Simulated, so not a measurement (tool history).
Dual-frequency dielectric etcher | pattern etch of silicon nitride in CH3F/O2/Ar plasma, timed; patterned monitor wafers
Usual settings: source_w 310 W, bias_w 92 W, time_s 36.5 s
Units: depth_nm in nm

| run | hour | source_w | bias_w | time_s | read-back reference wafer on the same gauge, depth_nm | depth_nm |
|---|---|---|---|---|---|---|
| 1 | 0.0 | 310 | 92 | 36.5 | 29.30 | 26.28 |
| 2 | 26.4 | 310 | 92 | 36.5 | 29.30 | 26.26 |
| 3 | 56.0 | 310 | 92 | 36.5 | 29.28 | 26.29 |
| 4 | 73.0 | 310 | 92 | 36.5 | 29.29 | 26.31 |
| 5 | 92.6 | 310 | 92 | 43.0 | 29.30 | 30.91 |
| 6 | 119.0 | 310 | 92 | 29.0 | 29.30 | 20.83 |
| 7 | 131.7 | 310 | 92 | 29.0 | 29.29 | 20.83 |
| 8 | 163.0 | 310 | 92 | 32.0 | 29.31 | 23.03 |
| 9 | 182.5 | 310 | 92 | 32.0 | 29.31 | 23.02 |
| 10 | 210.1 | 310 | 92 | 32.0 | 29.31 | 23.02 |
| 11 | 223.1 | 310 | 92 | 33.0 | 29.31 | 23.80 |
| 12 | 237.0 | 310 | 92 | 33.0 | 29.29 | 23.84 |
| 13 | 259.0 | 310 | 92 | 33.0 | 29.30 | 23.78 |
|  | 289.6 | upper electrode replaced |
| 14 | 294.9 | 310 | 92 | 36.5 | 29.31 | 26.25 |
| 15 | 312.9 | 350 | 92 | 36.5 | 29.31 | 27.25 |
| 16 | 335.8 | 290 | 98 | 28.5 | 29.32 | 20.45 |
|  | 340.1 | gauge calibrated |
|  | 353.2 | bias power generator calibrated |
|  | 375.2 | wet clean of the chamber |
| 17 | 375.7 | 310 | 92 | 36.5 | 29.30 | 26.45 |
| 18 | 398.3 | 310 | 92 | 41.5 | 29.30 | 30.25 |
| 19 | 416.7 | 250 | 104 | 39.5 | 29.29 | 27.95 |
| 20 | 431.1 | 390 | 74 | 33.5 | 29.29 | 24.66 |
| 21 | 461.0 | 310 | 92 | 36.5 | 29.29 | 26.61 |
| 22 | 484.9 | 310 | 92 | 32.0 | 29.31 | 23.29 |
| 23 | 511.2 | 360 | 92 | 36.5 | 29.31 | 27.76 |
| 24 | 543.6 | 310 | 108 | 44.0 | 29.31 | 33.51 |
|  | 559.4 | source power generator calibrated |
| 25 | 574.0 | 260 | 92 | 36.5 | 29.31 | 25.25 |
| 26 | 605.9 | 310 | 92 | 36.5 | 29.30 | 26.61 |
| 27 | 634.0 | 340 | 80 | 36.5 | 29.30 | 26.31 |
| 28 | 660.4 | 310 | 92 | 36.5 | 29.29 | 26.59 |
| 29 | 687.8 | 340 | 107 | 40.0 | 29.28 | 31.22 |
| 30 | 746.6 | 310 | 92 | 41.0 | 29.29 | 29.90 |

4 ways to go on from here, each from the tool as it stands after run 30. What would each give?
| A | 747.0 | 310 | 92 | 36.5 | ? | ? |
| B | 747.0 | 350 | 92 | 41.5 | ? | ? |
| C | 747.0 | 350 | 84 | 31.0 | ? | ? |
| D | 747.0 | 240 | 82 | 29.5 | ? | ? |

| run | read-back reference wafer on the same gauge, depth_nm | depth_nm |
|---|---|---|
| A | 29.30 | 26.64 |
| B | 29.30 | 31.41 |
| C | 29.30 | 22.89 |
| D | 29.30 | 19.39 |
Without the tool's hidden state the same runs would have given:
| run | depth_nm |
|---|---|
| A | 26.49 |
| B | 31.23 |
| C | 22.77 |
| D | 19.28 |
